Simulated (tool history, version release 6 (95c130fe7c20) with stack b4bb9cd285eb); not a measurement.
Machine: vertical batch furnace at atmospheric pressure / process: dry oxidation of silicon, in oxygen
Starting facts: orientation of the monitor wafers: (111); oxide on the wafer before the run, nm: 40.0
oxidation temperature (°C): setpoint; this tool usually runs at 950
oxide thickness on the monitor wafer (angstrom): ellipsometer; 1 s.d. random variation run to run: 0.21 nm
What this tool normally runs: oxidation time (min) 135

| run | day | oxidation temperature (°C) | oxidation time (min) | read-back reference wafer on the same gauge, thickness | oxide thickness on the monitor wafer (angstrom) |
|---|---|---|---|---|---|
| 1 | 0 | 950 | 161 | 75.13 | 920.5 |
| 2 | 2.638 | 950 | 161 | 75.14 | 920 |
| 3 | 4.142 | 950 | 161 | 75.13 | 925.1 |
| 4 | 8.517 | 950 | 135 | 75.09 | 847.8 |
| 5 | 11.654 | 950 | 135 | 75.06 | 849.9 |
| 6 | 14.929 | 950 | 135 | 75.14 | 847.6 |
| 7 | 16.617 | 950 | 135 | 75.12 | 850.6 |
| 8 | 18.596 | 950 | 135 | 75.08 | 851.9 |
| 9 | 22.833 | 950 | 135 | 75.06 | 850.2 |
| 10 | 26.533 | 950 | 135 | 74.99 | 850.6 |
| 11 | 30.808 | 950 | 135 | 75.06 | 852.2 |
| 12 | 33.95 | 936 | 135 | 75.01 | 787.6 |
| 13 | 37.538 | 936 | 135 | 75.11 | 790.6 |
| 14 | 39.692 | 963 | 69.5 | 75.09 | 679.5 |
| 15 | 43.158 | 950 | 135 | 75.1 | 857.4 |
|  | 45.988 | thermocouples replaced and temperature profile calibrated |
| 16 | 46.704 | 950 | 135 | 75.09 | 836.2 |
|  | 48.488 | gauge calibrated |
| 17 | 49.192 | 964 | 82 | 75.11 | 716.5 |
| 18 | 51.546 | 972 | 135 | 75.14 | 941.7 |
| 19 | 53.079 | 933 | 186 | 75.15 | 891.4 |
| 20 | 56.208 | 956 | 114.5 | 75.07 | 803.1 |
| 21 | 57.821 | 969 | 135 | 75.13 | 932.4 |
|  | 58.971 | boat lift adjusted |
| 22 | 60.092 | 934 | 135 | 75.05 | 786.8 |
| 23 | 62.704 | 950 | 135 | 75.1 | 857.5 |
| 24 | 66.875 | 950 | 106 | 75.07 | 763.5 |
| 25 | 68.933 | 950 | 135 | 75.15 | 855.7 |
| 26 | 70.479 | 950 | 135 | 75.11 | 860.6 |
| 27 | 73.921 | 959 | 135 | 75.01 | 900.1 |

Give the tool's hidden conditions for every run:
gauge reads high (%): 0 in every run
H1: true tube temperature minus thermocouple reading, K
H2: monitor wafer colder than the profiled boat position, K
| run | H1 | H2 |
|---|---|---|
| 1 | 1.87 | 3.84 |
| 2 | 2 | 3.88 |
| 3 | 2.07 | 3.9 |
| 4 | 2.29 | 3.96 |
| 5 | 2.45 | 4 |
| 6 | 2.62 | 4.04 |
| 7 | 2.7 | 4.06 |
| 8 | 2.8 | 4.08 |
| 9 | 3.01 | 4.12 |
| 10 | 3.2 | 4.15 |
| 11 | 3.42 | 4.19 |
| 12 | 3.57 | 4.21 |
| 13 | 3.75 | 4.24 |
| 14 | 3.86 | 4.25 |
| 15 | 4.04 | 4.27 |
| 16 | 0.103 | 4.29 |
| 17 | 0.228 | 4.3 |
| 18 | 0.347 | 4.32 |
| 19 | 0.424 | 4.32 |
| 20 | 0.581 | 4.34 |
| 21 | 0.662 | 4.34 |
| 22 | 0.776 | 0.154 |
| 23 | 0.908 | 0.395 |
| 24 | 1.12 | 0.751 |
| 25 | 1.22 | 0.914 |
| 26 | 1.3 | 1.03 |
| 27 | 1.47 | 1.28 |

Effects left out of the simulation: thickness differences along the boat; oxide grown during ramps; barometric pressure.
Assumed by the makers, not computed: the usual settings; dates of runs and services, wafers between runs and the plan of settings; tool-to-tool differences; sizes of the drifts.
